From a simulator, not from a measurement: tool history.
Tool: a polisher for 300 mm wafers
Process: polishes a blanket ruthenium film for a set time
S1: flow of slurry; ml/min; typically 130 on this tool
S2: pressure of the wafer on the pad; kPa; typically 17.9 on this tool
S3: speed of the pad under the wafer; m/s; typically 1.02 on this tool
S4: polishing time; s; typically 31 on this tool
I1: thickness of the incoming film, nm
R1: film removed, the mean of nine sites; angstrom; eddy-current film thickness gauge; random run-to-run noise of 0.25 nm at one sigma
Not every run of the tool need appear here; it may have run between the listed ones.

| run | hour | S1 | S2 | S3 | S4 | I1 | R1 |
|---|---|---|---|---|---|---|---|
| 1 | 0.0 | 130 | 17.9 | 1.02 | 31 | 310.7 | 457 |
| 2 | 10.7 | 130 | 17.9 | 1.02 | 31 | 304.1 | 456 |
| 3 | 53.7 | 130 | 17.9 | 1.02 | 31 | 310.5 | 454 |
| 4 | 63.1 | 150 | 17.9 | 1.02 | 31 | 308.9 | 463 |
| 5 | 73.7 | 130 | 14.5 | 1.02 | 31 | 313.7 | 380 |
|  | 75.9 | slurry nozzle cleaned |
| 6 | 81.5 | 130 | 14.5 | 1.02 | 31 | 308.6 | 384 |
| 7 | 90.0 | 130 | 14.5 | 1.02 | 31 | 312.6 | 386 |
| 8 | 99.9 | 130 | 17.9 | 1.02 | 31 | 311.3 | 450 |
|  | 117.2 | worn pad replaced by a new one |
|  | 118.6 | head pressure recalibrated |
| 9 | 119.1 | 130 | 17.9 | 1.02 | 31 | 307.5 | 427 |
| 10 | 128.5 | 130 | 17.9 | 1.02 | 31 | 312.0 | 427 |
| 11 | 144.3 | 130 | 17.9 | 1.02 | 31 | 315.5 | 427 |
| 12 | 156.8 | 130 | 17.9 | 1.02 | 31 | 310.4 | 425 |
| 13 | 173.0 | 130 | 20.7 | 1.02 | 41 | 308.3 | 624 |
| 14 | 184.3 | 130 | 17.9 | 0.66 | 31 | 310.1 | 306 |
| 15 | 198.0 | 165 | 15.2 | 0.86 | 28 | 305.6 | 301 |
| 16 | 212.0 | 130 | 23.4 | 1.24 | 31 | 309.2 | 602 |
| 17 | 226.4 | 105 | 17.9 | 0.90 | 31 | 304.4 | 365 |
| 18 | 240.9 | 85 | 20.0 | 0.70 | 40 | 309.9 | 412 |

Hidden state or all else? Some run-to-run changes of R1, split into what the settings, what came in and random variation would give without the hidden state, and what is left for the hidden state (with any gauge scatter that isn't in both results):
Unlogged tool condition in this case: removal rate lost through wear of the pad, %; slurry flow missing at the pad, %; deviation of the head's pressure from its setpoint, %.
Run 8 -> 9: worn pad replaced by a new one, head pressure recalibrated. R1 -23 angstrom: hidden state -25, all else +2.
Run 13 -> 14: S2 20.7 -> 17.9, S3 1.02 -> 0.66, S4 41 -> 31. R1 -318 angstrom: hidden state +8, all else -326.
